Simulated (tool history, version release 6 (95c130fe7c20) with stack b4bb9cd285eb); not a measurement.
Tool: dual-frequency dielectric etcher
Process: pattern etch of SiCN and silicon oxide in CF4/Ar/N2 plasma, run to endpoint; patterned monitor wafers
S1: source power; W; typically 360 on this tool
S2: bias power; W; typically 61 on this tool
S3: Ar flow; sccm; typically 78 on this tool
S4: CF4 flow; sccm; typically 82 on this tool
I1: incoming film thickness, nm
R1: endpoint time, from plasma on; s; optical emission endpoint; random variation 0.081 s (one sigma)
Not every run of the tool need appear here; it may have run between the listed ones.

run   hour   S1  S2  S3   S4     I1    R1
  1    0.0  360  61  78   82  14.77  22.4
  2    9.7  330  54  96   67  14.96  27.2
      25.9  -- source power generator calibrated
      49.9  -- upper electrode replaced
      51.0  -- wet clean of the chamber
  3   51.5  440  68  63   64  14.90  19.0
  4   51.8  360  61  78   82  14.80  23.4
      69.4  -- Ar flow controller replaced
  5   88.6  440  61  95   82  14.89  19.1
     126.7  -- source power generator calibrated, repeated, since the last time left the tool worse
  6  132.9  360  61  78   82  14.90  21.9
  7  144.8  360  61  78   82  14.98  21.9
     155.4  -- CF4 flow controller replaced
  8  156.5  410  61  78   82  14.93  18.7
  9  168.1  360  61  89   76  14.74  22.0
 10  185.5  430  61  63   77  14.90  17.7
 11  222.3  360  61  78   82  14.90  21.7
 12  230.6  430  61  83   68  14.89  18.6
 13  248.6  360  61  97   82  14.88  22.3
 14  256.9  270  68  72  100  14.85  28.9
 15  266.4  360  61  78   82  14.97  21.9
 16  280.8  360  61  86   82  14.88  22.1
 17  290.4  450  61  66   82  14.88  16.9
 18  306.8  360  61  78   82  14.86  21.9
 19  318.4  420  61  70   62  14.98  19.3
 20  333.9  420  61  68   82  14.83  18.1
 21  346.2  360  61  78   82  14.99  22.0
 22  352.6  360  61  78   82  14.97  21.9
 23  386.3  360  61  62   82  14.81  21.4

Consider 5 possible next runs. They are alternatives, not a sequence: every one starts from the tool as it was left by run 23. What does each give?
  A  386.7  360  61  78  82  14.85   ?
  B  386.7  430  61  94  75  14.85   ?
  C  386.7  360  74  78  96  14.85   ?
  D  386.7  360  50  67  82  14.85   ?
  E  386.7  360  74  78  82  14.85   ?

run    R1
  A  21.8
  B  18.4
  C  20.4
  D  22.3
  E  20.9
Without the tool's hidden state the same runs would have given:
run    R1
  A  21.7
  B  18.3
  C  20.3
  D  22.2
  E  20.8
